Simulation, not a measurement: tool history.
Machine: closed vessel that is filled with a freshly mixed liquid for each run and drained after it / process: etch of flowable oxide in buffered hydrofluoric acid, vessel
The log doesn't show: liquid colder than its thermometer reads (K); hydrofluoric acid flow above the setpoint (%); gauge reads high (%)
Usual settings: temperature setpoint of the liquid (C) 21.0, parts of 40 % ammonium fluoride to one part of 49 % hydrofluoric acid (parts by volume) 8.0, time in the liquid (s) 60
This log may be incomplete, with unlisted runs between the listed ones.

run    hour  temperature setpoint of the liquid (C)  parts of 40 % ammonium fluoride to one part of 49 % hydrofluoric acid (parts by volume)  time in the liquid (s)  wafers since the last listed run  hours since the thermometer was replaced  hours since the hydrofluoric acid flow meter was replaced  hours since the gauge calibration  read-back film thickness of the flowable oxide reference wafer, read on the same gauge (nm)  thickness taken off the flowable oxide on a monitor wafer (nm)
  1     0.0                                    21.0                                                                                      8.0                      60                                 0                                     619.3                                                     2096.4                              563.9                                                                                        80.78                                                          359.57
  2    55.0                                    21.0                                                                                      8.0                      60                              6414                                     674.3                                                     2151.4                              618.9                                                                                        80.85                                                          355.10
  3   112.4                                    21.0                                                                                      8.0                      60                              6694                                     731.7                                                     2208.8                              676.3                                                                                        80.99                                                          359.35
  4   183.0                                    21.0                                                                                      8.0                      45                              8233                                     802.3                                                     2279.4                              746.9                                                                                        81.15                                                          267.67
  5   242.6                                    21.0                                                                                      8.0                      60                              6950                                     861.9                                                     2339.0                              806.5                                                                                        81.34                                                          362.84
  6   390.5                                    21.0                                                                                      8.0                      60                             17248                                    1009.8                                                     2486.9                              954.4                                                                                        81.78                                                          363.19
  7   591.8                                    21.0                                                                                      8.0                      60                             23476                                    1211.1                                                     2688.2                             1155.7                                                                                        82.53                                                          367.80
      610.4  -- hydrofluoric acid flow meter replaced
  8   660.1                                    21.0                                                                                      8.0                      60                              7848                                    1279.4                                                       49.7                             1224.0                                                                                        82.81                                                          371.24
  9   724.1                                    21.0                                                                                      8.0                      60                              7464                                    1343.4                                                      113.7                             1288.0                                                                                        83.09                                                          365.33
      747.3  -- gauge calibrated
 10   783.3                                    21.0                                                                                      8.0                      60                              6904                                    1402.6                                                      172.9                               36.0                                                                                        80.22                                                          360.02
 11   811.3                                    21.0                                                                                      8.0                      60                              3265                                    1430.6                                                      200.9                               64.0                                                                                        80.23                                                          355.22
 12   874.4                                    17.0                                                                                      8.0                      60                              7359                                    1493.7                                                      264.0                              127.1                                                                                        80.29                                                          287.86
 13   930.3                                    21.0                                                                                      8.0                      60                              6519                                    1549.6                                                      319.9                              183.0                                                                                        80.30                                                          356.68
 14   994.2                                    21.0                                                                                      8.0                      75                              7452                                    1613.5                                                      383.8                              246.9                                                                                        80.33                                                          448.96
 15  1035.3                                    21.0                                                                                      6.5                      70                              4793                                    1654.6                                                      424.9                              288.0                                                                                        80.35                                                          517.81
 16  1093.8                                    18.5                                                                                     10.0                      45                              6822                                    1713.1                                                      483.4                              346.5                                                                                        80.45                                                          192.39
 17  1128.5                                    17.5                                                                                      9.5                      35                              4046                                    1747.8                                                      518.1                              381.2                                                                                        80.49                                                          145.45
 18  1174.5                                    17.0                                                                                      5.5                      60                              5364                                    1793.8                                                      564.1                              427.2                                                                                        80.54                                                          404.92
 19  1208.1                                    22.5                                                                                      5.5                      50                              3918                                    1827.4                                                      597.7                              460.8                                                                                        80.58                                                          460.47
 20  1246.8                                    21.0                                                                                      5.5                      45                              4513                                    1866.1                                                      636.4                              499.5                                                                                        80.65                                                          383.77
 21  1303.9                                    21.0                                                                                      9.0                      40                              6659                                    1923.2                                                      693.5                              556.6                                                                                        80.75                                                          210.38
 22  1353.8                                    17.5                                                                                      6.0                      85                              5819                                    1973.1                                                      743.4                              606.5                                                                                        80.86                                                          549.88
     1398.0  -- thermometer replaced
 23  1425.2                                    21.0                                                                                      8.0                      60                              8210                                      27.2                                                      814.8                              677.9                                                                                        81.03                                                          361.89
 24  1612.4                                    21.0                                                                                      8.0                      60                             21832                                     214.4                                                     1002.0                              865.1                                                                                        81.52                                                          363.44
 25  1669.9                                    21.0                                                                                      8.0                      60                              6705                                     271.9                                                     1059.5                              922.6                                                                                        81.70                                                          363.24
 26  1718.7                                    17.0                                                                                      5.5                      60                              5691                                     320.7                                                     1108.3                              971.4                                                                                        81.86                                                          417.20
 27  1770.9                                    25.0                                                                                     10.5                      60                              6087                                     372.9                                                     1160.5                             1023.6                                                                                        82.04                                                          357.92
 28  1799.1                                    19.0                                                                                      9.5                      60                              3288                                     401.1                                                     1188.7                             1051.8                                                                                        82.16                                                          278.67
 29  1844.6                                    17.0                                                                                     10.0                      40                              5306                                     446.6                                                     1234.2                             1097.3                                                                                        82.31                                                          160.88
 30  2035.1                                    24.0                                                                                     10.0                      50                             22217                                     637.1                                                     1424.7                             1287.8                                                                                        83.14                                                          300.75
 31  2077.2                                    21.0                                                                                      5.5                      60                              4909                                     679.2                                                     1466.8                             1329.9                                                                                        83.32                                                          531.45
 32  2130.6                                    26.0                                                                                     10.0                      30                              6227                                     732.6                                                     1520.2                             1383.3                                                                                        83.57                                                          202.09

Some steps in thickness taken off the flowable oxide on a monitor wafer (nm), run to run, broken into two amounts with sign: the step expected even without the hidden condition (settings, incoming material, random variation), and the rest, left for the hidden condition together with whatever gauge scatter is not in both the measured and the hidden-condition-free result:
Run 9 -> 10: gauge calibrated. thickness taken off the flowable oxide on a monitor wafer (nm) -5.31: hidden state -12.53, all else +7.22.
Run 15 -> 16: temperature setpoint of the liquid (C) 21.0 -> 18.5, parts of 40 % ammonium fluoride to one part of 49 % hydrofluoric acid (parts by volume) 6.5 -> 10.0, time in the liquid (s) 70 -> 45. thickness taken off the flowable oxide on a monitor wafer (nm) -325.42: hidden state -1.33, all else -324.09.
Run 21 -> 22: temperature setpoint of the liquid (C) 21.0 -> 17.5, parts of 40 % ammonium fluoride to one part of 49 % hydrofluoric acid (parts by volume) 9.0 -> 6.0, time in the liquid (s) 40 -> 85. thickness taken off the flowable oxide on a monitor wafer (nm) +339.50: hidden state +3.89, all else +335.61.
Run 30 -> 31: temperature setpoint of the liquid (C) 24.0 -> 21.0, parts of 40 % ammonium fluoride to one part of 49 % hydrofluoric acid (parts by volume) 10.0 -> 5.5, time in the liquid (s) 50 -> 60. thickness taken off the flowable oxide on a monitor wafer (nm) +230.70: hidden state +9.84, all else +220.86.
Run 31 -> 32: temperature setpoint of the liquid (C) 21.0 -> 26.0, parts of 40 % ammonium fluoride to one part of 49 % hydrofluoric acid (parts by volume) 5.5 -> 10.0, time in the liquid (s) 60 -> 30. thickness taken off the flowable oxide on a monitor wafer (nm) -329.36: hidden state -12.51, all else -316.85.
